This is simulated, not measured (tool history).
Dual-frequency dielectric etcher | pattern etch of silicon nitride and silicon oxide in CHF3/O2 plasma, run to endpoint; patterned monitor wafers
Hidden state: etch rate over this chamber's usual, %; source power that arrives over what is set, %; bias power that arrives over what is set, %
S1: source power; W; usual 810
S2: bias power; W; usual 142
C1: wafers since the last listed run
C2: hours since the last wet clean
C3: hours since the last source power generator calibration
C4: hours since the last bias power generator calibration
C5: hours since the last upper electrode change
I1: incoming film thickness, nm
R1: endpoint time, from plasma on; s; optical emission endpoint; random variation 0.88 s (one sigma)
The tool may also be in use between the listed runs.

{"run": 1, "hour": 0.0, "S1": 870, "S2": 142, "C1": 0, "C2": 129.5, "C3": 2716.9, "C4": 3347.6, "C5": 3528.6, "I1": 250, "R1": 154.6}
{"run": 2, "hour": 28.0, "S1": 870, "S2": 142, "C1": 235, "C2": 157.5, "C3": 2744.9, "C4": 3375.6, "C5": 3556.6, "I1": 250.1, "R1": 155.3}
{"run": 3, "hour": 99.3, "S1": 870, "S2": 142, "C1": 598, "C2": 228.8, "C3": 2816.2, "C4": 3446.9, "C5": 3627.9, "I1": 251, "R1": 156.8}
{"run": 4, "hour": 127.2, "S1": 810, "S2": 126, "C1": 234, "C2": 256.7, "C3": 2844.1, "C4": 3474.8, "C5": 3655.8, "I1": 251.9, "R1": 167.2}
{"run": 5, "hour": 174.9, "S1": 810, "S2": 126, "C1": 400, "C2": 304.4, "C3": 2891.8, "C4": 3522.5, "C5": 3703.5, "I1": 250.6, "R1": 168.7}
{"run": 6, "hour": 217.7, "S1": 810, "S2": 126, "C1": 359, "C2": 347.2, "C3": 2934.6, "C4": 3565.3, "C5": 3746.3, "I1": 254.3, "R1": 174.1}
{"run": 7, "hour": 285.5, "S1": 810, "S2": 142, "C1": 569, "C2": 415, "C3": 3002.4, "C4": 3633.1, "C5": 3814.1, "I1": 252.5, "R1": 166.8}
{"hour": 317.4, "done": "wet clean of the chamber"}
{"run": 8, "hour": 332.1, "S1": 810, "S2": 142, "C1": 189, "C2": 14.7, "C3": 3049, "C4": 3679.7, "C5": 3860.7, "I1": 248.6, "R1": 158}
{"run": 9, "hour": 376.6, "S1": 810, "S2": 142, "C1": 373, "C2": 59.2, "C3": 3093.5, "C4": 3724.2, "C5": 3905.2, "I1": 250.4, "R1": 159.1}
{"run": 10, "hour": 428.4, "S1": 700, "S2": 115, "C1": 434, "C2": 111, "C3": 3145.3, "C4": 3776, "C5": 3957, "I1": 252.2, "R1": 186.3}
{"run": 11, "hour": 550.8, "S1": 700, "S2": 115, "C1": 1027, "C2": 233.4, "C3": 3267.7, "C4": 3898.4, "C5": 4079.4, "I1": 251.8, "R1": 187.5}
{"run": 12, "hour": 598.0, "S1": 810, "S2": 155, "C1": 396, "C2": 280.6, "C3": 3314.9, "C4": 3945.6, "C5": 4126.6, "I1": 251.6, "R1": 160.2}
{"run": 13, "hour": 650.4, "S1": 810, "S2": 155, "C1": 439, "C2": 333, "C3": 3367.3, "C4": 3998, "C5": 4179, "I1": 257, "R1": 163.3}
{"hour": 706.7, "done": "bias power generator calibrated"}
{"run": 14, "hour": 707.2, "S1": 810, "S2": 155, "C1": 443, "C2": 389.8, "C3": 3424.1, "C4": 0.5, "C5": 4235.8, "I1": 253.9, "R1": 162.8}
{"hour": 742.4, "done": "wet clean of the chamber"}
{"run": 15, "hour": 742.9, "S1": 810, "S2": 142, "C1": 98, "C2": 0.5, "C3": 3459.8, "C4": 36.2, "C5": 4271.5, "I1": 248.5, "R1": 158}
{"run": 16, "hour": 787.8, "S1": 810, "S2": 142, "C1": 376, "C2": 45.4, "C3": 3504.7, "C4": 81.1, "C5": 4316.4, "I1": 252.3, "R1": 161.2}
{"run": 17, "hour": 847.6, "S1": 810, "S2": 142, "C1": 502, "C2": 105.2, "C3": 3564.5, "C4": 140.9, "C5": 4376.2, "I1": 252.6, "R1": 160.2}
{"run": 18, "hour": 886.1, "S1": 810, "S2": 116, "C1": 323, "C2": 143.7, "C3": 3603, "C4": 179.4, "C5": 4414.7, "I1": 251.5, "R1": 171.8}
{"hour": 943.5, "done": "upper electrode replaced"}
{"hour": 949.9, "done": "source power generator calibrated"}
{"run": 19, "hour": 953.5, "S1": 640, "S2": 127, "C1": 330, "C2": 211.1, "C3": 3.6, "C4": 246.8, "C5": 10, "I1": 254.5, "R1": 192.1}
{"run": 20, "hour": 982.8, "S1": 810, "S2": 128, "C1": 245, "C2": 240.4, "C3": 32.9, "C4": 276.1, "C5": 39.3, "I1": 252.3, "R1": 167.7}
{"run": 21, "hour": 1019.3, "S1": 670, "S2": 107, "C1": 306, "C2": 276.9, "C3": 69.4, "C4": 312.6, "C5": 75.8, "I1": 248.5, "R1": 193.9}
{"run": 22, "hour": 1054.8, "S1": 1000, "S2": 171, "C1": 298, "C2": 312.4, "C3": 104.9, "C4": 348.1, "C5": 111.3, "I1": 250.7, "R1": 139}
{"run": 23, "hour": 1083.1, "S1": 810, "S2": 142, "C1": 237, "C2": 340.7, "C3": 133.2, "C4": 376.4, "C5": 139.6, "I1": 254.2, "R1": 164.9}
{"hour": 1162.7, "done": "wet clean of the chamber"}
{"run": 24, "hour": 1258.2, "S1": 960, "S2": 158, "C1": 1268, "C2": 95.5, "C3": 308.3, "C4": 551.5, "C5": 314.7, "I1": 250.1, "R1": 143.1}
{"run": 25, "hour": 1295.3, "S1": 810, "S2": 142, "C1": 311, "C2": 132.6, "C3": 345.4, "C4": 588.6, "C5": 351.8, "I1": 250.9, "R1": 161.1}
{"run": 26, "hour": 1366.7, "S1": 860, "S2": 117, "C1": 599, "C2": 204, "C3": 416.8, "C4": 660, "C5": 423.2, "I1": 254.8, "R1": 167.1}
{"run": 27, "hour": 1401.9, "S1": 760, "S2": 163, "C1": 295, "C2": 239.2, "C3": 452, "C4": 695.2, "C5": 458.4, "I1": 253.2, "R1": 162.8}
{"run": 28, "hour": 1454.7, "S1": 880, "S2": 125, "C1": 443, "C2": 292, "C3": 504.8, "C4": 748, "C5": 511.2, "I1": 249.4, "R1": 163.5}
{"run": 29, "hour": 1542.1, "S1": 870, "S2": 119, "C1": 733, "C2": 379.4, "C3": 592.2, "C4": 835.4, "C5": 598.6, "I1": 254.6, "R1": 171}
{"hour": 1579.9, "done": "wet clean of the chamber"}
{"run": 30, "hour": 1595.6, "S1": 890, "S2": 175, "C1": 247, "C2": 15.7, "C3": 645.7, "C4": 888.9, "C5": 652.1, "I1": 254, "R1": 144.4}
{"run": 31, "hour": 1660.1, "S1": 1000, "S2": 125, "C1": 541, "C2": 80.2, "C3": 710.2, "C4": 953.4, "C5": 716.6, "I1": 251.1, "R1": 151.3}
{"run": 32, "hour": 1730.6, "S1": 810, "S2": 142, "C1": 591, "C2": 150.7, "C3": 780.7, "C4": 1023.9, "C5": 787.1, "I1": 249.7, "R1": 161.3}
{"run": 33, "hour": 1799.2, "S1": 810, "S2": 126, "C1": 575, "C2": 219.3, "C3": 849.3, "C4": 1092.5, "C5": 855.7, "I1": 256.1, "R1": 171.6}
{"run": 34, "hour": 1828.9, "S1": 980, "S2": 151, "C1": 249, "C2": 249, "C3": 879, "C4": 1122.2, "C5": 885.4, "I1": 251.3, "R1": 145.6}

Hidden state at the last listed run before each entry between runs and at the first one after, where it differs:
Between runs 7 and 8: wet clean of the chamber (hour 317.4)
  etch rate over this chamber's usual, %: -3.72 -> -0.398
  measured less the result without the state, R1: +6.2 -> +0.6 s
Between runs 13 and 14: bias power generator calibrated (hour 706.7)
  etch rate over this chamber's usual, %: -2.96 -> -3.41
  measured less the result without the state, R1: +4.8 -> +5.5 s
Between runs 14 and 15: wet clean of the chamber (hour 742.4)
  etch rate over this chamber's usual, %: -3.41 -> -0.19
  measured less the result without the state, R1: +5.5 -> +0.3 s
Between runs 18 and 19: upper electrode replaced (hour 943.5); source power generator calibrated (hour 949.9)
  etch rate over this chamber's usual, %: -1.34 -> -1.88
  measured less the result without the state, R1: +2.3 -> +3.6 s
Between runs 23 and 24: wet clean of the chamber (hour 1162.7)
  etch rate over this chamber's usual, %: -2.93 -> -1.11
  measured less the result without the state, R1: +4.8 -> +1.6 s
Between runs 29 and 30: wet clean of the chamber (hour 1579.9)
  etch rate over this chamber's usual, %: -3.39 -> -0.598
  measured less the result without the state, R1: +5.8 -> +0.8 s
